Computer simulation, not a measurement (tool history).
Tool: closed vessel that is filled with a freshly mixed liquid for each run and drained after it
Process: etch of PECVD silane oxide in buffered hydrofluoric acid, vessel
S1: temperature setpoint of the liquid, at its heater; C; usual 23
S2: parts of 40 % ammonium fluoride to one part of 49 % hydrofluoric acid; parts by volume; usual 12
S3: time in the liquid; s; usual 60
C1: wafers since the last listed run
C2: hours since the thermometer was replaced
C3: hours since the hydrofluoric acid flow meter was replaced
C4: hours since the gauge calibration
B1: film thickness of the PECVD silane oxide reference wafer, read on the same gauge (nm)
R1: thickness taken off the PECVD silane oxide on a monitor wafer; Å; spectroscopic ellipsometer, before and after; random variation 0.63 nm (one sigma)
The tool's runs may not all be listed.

run	hour	S1	S2	S3	C1	C2	C3	C4	B1	R1
1	0	20.5	10	60	0	1775.8	641.6	341.6	150.05	1037.8
2	21.4	23	14.5	60	3013	1797.2	663	363	150.03	837.6
3	47.2	23	14.5	60	3632	1823	688.8	388.8	150	828
4	68.6	23	12	60	3013	1844.4	710.2	410.2	150.01	993.3
5	171.9	23	12	60	14544	1947.7	813.5	513.5	150	988.7
# hour 185: hydrofluoric acid flow meter replaced
6	189.1	23	12	60	2280	1964.9	4.1	530.7	150.01	996.7
7	216.6	26	12	60	3871	1992.4	31.6	558.2	149.97	1168.9
8	240	23	12	60	3294	2015.8	55	581.6	149.98	982.3
# hour 260.3: gauge calibrated
9	270.5	23	12	60	4294	2046.3	85.5	10.2	149.98	977.2
10	287.3	23	12	60	2365	2063.1	102.3	27	150.02	977.9
11	300.4	23	9	45	1844	2076.2	115.4	40.1	149.98	938.1
12	324.8	20.5	15	75	3435	2100.6	139.8	64.5	149.98	851.3
13	348.6	23	12	60	3350	2124.4	163.6	88.3	150.02	975.3
14	384	27	12	90	4984	2159.8	199	123.7	149.96	1831.9
15	407.4	18.5	15	80	3294	2183.2	222.4	147.1	149.99	803.9
# hour 435.1: thermometer replaced
16	435.6	19	16.5	75	3829	0.5	250.6	175.3	149.99	836.5
17	458.6	19	10.5	50	3238	23.5	273.6	198.3	149.99	851.4
18	475.9	23	12	85	2435	40.8	290.9	215.6	149.99	1614.3
19	561.3	25	12	35	12024	126.2	376.3	301	150	732.1
20	582.8	23	9	45	3027	147.7	397.8	322.5	150.02	1068.3

5 ways to go on from here, each from the tool as it stands after run 20. What would each give?
A	583.5	23	12	60	98	148.4	398.5	323.2	?	?
B	583.5	23	12	30	98	148.4	398.5	323.2	?	?
C	583.5	20	12	75	98	148.4	398.5	323.2	?	?
D	583.5	19	12	45	98	148.4	398.5	323.2	?	?
E	583.5	19	8.5	30	98	148.4	398.5	323.2	?	?

run	B1	R1
A	149.99	1121.3
B	149.99	560.7
C	149.99	1186.4
D	149.99	672.9
E	149.99	609.4
Without the tool's hidden state the same runs would have given:
run	R1
A	1140
B	570
C	1206.5
D	684.3
E	619.8
